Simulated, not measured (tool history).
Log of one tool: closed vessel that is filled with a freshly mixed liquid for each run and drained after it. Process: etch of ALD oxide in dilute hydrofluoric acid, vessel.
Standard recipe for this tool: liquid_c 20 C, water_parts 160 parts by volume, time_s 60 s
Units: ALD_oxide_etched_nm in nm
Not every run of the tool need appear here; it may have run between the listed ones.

run,hour,liquid_c,water_parts,time_s,"read-back film thickness of the ALD oxide reference wafer, read on the same gauge (nm)",ALD_oxide_etched_nm
1,0,20,125,60,140.05,12.65
2,55.8,20,160,60,139.75,9.52
3,107.5,20,160,60,139.42,9.51
4,174.3,20,160,60,139.03,9.46
5,236.3,20,160,60,138.65,9.38
# hour 424.9: gauge calibrated
6,448,20,160,60,149.5,10.16
7,511.8,20,95,50,149.09,15.31
8,545.7,20,95,50,148.92,15.1
# hour 551.3: thermometer replaced
9,588.1,20,160,60,148.66,10.13
10,654.6,20,160,60,148.25,10.01
# hour 681.2: hydrofluoric acid flow meter replaced
11,697.5,20,160,60,148,10.13
12,737.4,20,185,60,147.78,8.5
13,781.2,23.5,90,85,147.53,31.22
14,845.5,20,180,75,147.16,10.9
15,882.5,20,125,60,146.94,13.24
16,909.4,20,160,60,146.76,9.94
17,974.1,17,85,80,146.36,23.66
18,1044.1,17,220,95,145.95,9.52
19,1075.6,20,160,60,145.78,9.94
20,1108.7,24.5,135,60,145.57,14.41

Expected results for the next run?
21,1232.6,18.5,130,30,?,?

Run 21 measured read-back film thickness of the ALD oxide reference wafer, read on the same gauge (nm) 144.8, ALD_oxide_etched_nm 5.9 nm.
If the tool had no hidden condition, the same run with the same run-to-run variation would have returned ALD_oxide_etched_nm 6.11 nm.
